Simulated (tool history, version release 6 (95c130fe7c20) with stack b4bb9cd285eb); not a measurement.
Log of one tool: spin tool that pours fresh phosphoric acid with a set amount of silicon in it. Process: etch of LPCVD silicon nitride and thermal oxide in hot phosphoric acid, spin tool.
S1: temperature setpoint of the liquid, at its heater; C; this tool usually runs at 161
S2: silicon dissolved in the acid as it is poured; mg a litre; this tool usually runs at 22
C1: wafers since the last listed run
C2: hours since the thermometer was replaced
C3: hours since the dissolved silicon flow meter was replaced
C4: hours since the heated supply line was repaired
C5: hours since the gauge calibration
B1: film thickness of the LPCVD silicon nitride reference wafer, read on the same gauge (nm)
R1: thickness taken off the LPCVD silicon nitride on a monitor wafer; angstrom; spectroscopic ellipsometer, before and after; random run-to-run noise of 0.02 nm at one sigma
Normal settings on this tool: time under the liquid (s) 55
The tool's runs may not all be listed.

Run 1, hour 0: usual settings but S2 30 mg a litre; C1 0; C2 141.9; C3 2324.2; C4 22.2; C5 2514.2; B1 30.02. Result: R1 49 angstrom.
Run 2, hour 40.1: usual settings but S2 31 mg a litre, time under the liquid (s) 40; C1 602; C2 182; C3 2364.3; C4 62.3; C5 2554.3; B1 30. Result: R1 35.7 angstrom.
Run 3, hour 118.9: usual settings but S2 36 mg a litre, time under the liquid (s) 40; C1 1184; C2 260.8; C3 2443.1; C4 141.1; C5 2633.1; B1 30.02. Result: R1 35.7 angstrom.
Run 4, hour 176.5: usual settings but S1 163.5 C, S2 28.5 mg a litre, time under the liquid (s) 30; C1 866; C2 318.4; C3 2500.7; C4 198.7; C5 2690.7; B1 30.03. Result: R1 29 angstrom.
Run 5, hour 273.8: usual settings; C1 1462; C2 415.7; C3 2598; C4 296; C5 2788; B1 29.98. Result: R1 48.9 angstrom.
Run 6, hour 346.5: usual settings; C1 1093; C2 488.4; C3 2670.7; C4 368.7; C5 2860.7; B1 30.03. Result: R1 48.8 angstrom.
Run 7, hour 452.5: usual settings but S1 162 C, S2 26.5 mg a litre, time under the liquid (s) 45; C1 1593; C2 594.4; C3 2776.7; C4 474.7; C5 2966.7; B1 30. Result: R1 41.1 angstrom.
At hour 484.4: gauge calibrated.
Run 8, hour 509.3: usual settings but S1 164 C, S2 15.5 mg a litre; C1 853; C2 651.2; C3 2833.5; C4 531.5; C5 24.9; B1 29.99. Result: R1 53.4 angstrom.
At hour 536.3: dissolved silicon flow meter replaced.
Run 9, hour 592.4: usual settings but time under the liquid (s) 40; C1 1234; C2 734.3; C3 56.1; C4 614.6; C5 108; B1 29.96. Result: R1 35.4 angstrom.
Run 10, hour 636.7: usual settings but time under the liquid (s) 30; C1 666; C2 778.6; C3 100.4; C4 658.9; C5 152.3; B1 30.03. Result: R1 26.3 angstrom.
Run 11, hour 687.4: usual settings but S1 162 C, time under the liquid (s) 25; C1 762; C2 829.3; C3 151.1; C4 709.6; C5 203; B1 30.02. Result: R1 22.8 angstrom.
Run 12, hour 775.4: usual settings; C1 1323; C2 917.3; C3 239.1; C4 797.6; C5 291; B1 30.02. Result: R1 48.3 angstrom.
At hour 805.9: heated supply line repaired.
Run 13, hour 837.2: usual settings but S1 158 C; C1 914; C2 979.1; C3 300.9; C4 31.3; C5 352.8; B1 29.95. Result: R1 43.5 angstrom.
Run 14, hour 916.6: usual settings but S1 163 C, time under the liquid (s) 25; C1 1193; C2 1058.5; C3 380.3; C4 110.7; C5 432.2; B1 30.01. Result: R1 23.4 angstrom.
Run 15, hour 990.9: usual settings but S1 163.5 C, S2 31 mg a litre, time under the liquid (s) 90; C1 1117; C2 1132.8; C3 454.6; C4 185; C5 506.5; B1 30.05. Result: R1 85.6 angstrom.
Run 16, hour 1061: usual settings but S1 159.5 C; C1 1053; C2 1202.9; C3 524.7; C4 255.1; C5 576.6; B1 30. Result: R1 45.6 angstrom.
Run 17, hour 1103.7: usual settings; C1 641; C2 1245.6; C3 567.4; C4 297.8; C5 619.3; B1 29.99. Result: R1 48 angstrom.
Run 18, hour 1146.8: usual settings but time under the liquid (s) 30; C1 648; C2 1288.7; C3 610.5; C4 340.9; C5 662.4; B1 29.97. Result: R1 26.2 angstrom.
Run 19, hour 1224.1: usual settings but S1 162 C, S2 35 mg a litre, time under the liquid (s) 35; C1 1162; C2 1366; C3 687.8; C4 418.2; C5 739.7; B1 30.01. Result: R1 31.6 angstrom.
Run 20, hour 1266.1: usual settings but S1 162 C, S2 12 mg a litre; C1 631; C2 1408; C3 729.8; C4 460.2; C5 781.7; B1 30. Result: R1 49.3 angstrom.
Run 21, hour 1303.2: usual settings but S2 14.5 mg a litre; C1 557; C2 1445.1; C3 766.9; C4 497.3; C5 818.8; B1 30. Result: R1 47.8 angstrom.

What if the next run were any one of these 5? Each begins from the tool's condition after run 21:
Run A, hour 1303.6: usual settings; C1 6; C2 1445.5; C3 767.3; C4 497.7; C5 819.2; B1 ?. Result: R1 ?.
Run B, hour 1303.6: usual settings but S1 162 C, S2 13.5 mg a litre, time under the liquid (s) 90; C1 6; C2 1445.5; C3 767.3; C4 497.7; C5 819.2; B1 ?. Result: R1 ?.
Run C, hour 1303.6: usual settings but S1 160 C, S2 39 mg a litre, time under the liquid (s) 30; C1 6; C2 1445.5; C3 767.3; C4 497.7; C5 819.2; B1 ?. Result: R1 ?.
Run D, hour 1303.6: usual settings but S1 162 C, time under the liquid (s) 35; C1 6; C2 1445.5; C3 767.3; C4 497.7; C5 819.2; B1 ?. Result: R1 ?.
Run E, hour 1303.6: usual settings but S1 160 C, time under the liquid (s) 40; C1 6; C2 1445.5; C3 767.3; C4 497.7; C5 819.2; B1 ?. Result: R1 ?.

run     B1    R1
  A  30.03  47.5
  B  30.03  80.3
  C  30.03    25
  D  30.03  31.2
  E  30.03  33.4
With the hidden condition removed and each run's random variation left untouched, the same runs would have given:
run    R1
  A  49.4
  B  83.5
  C    26
  D  32.5
  E  34.7
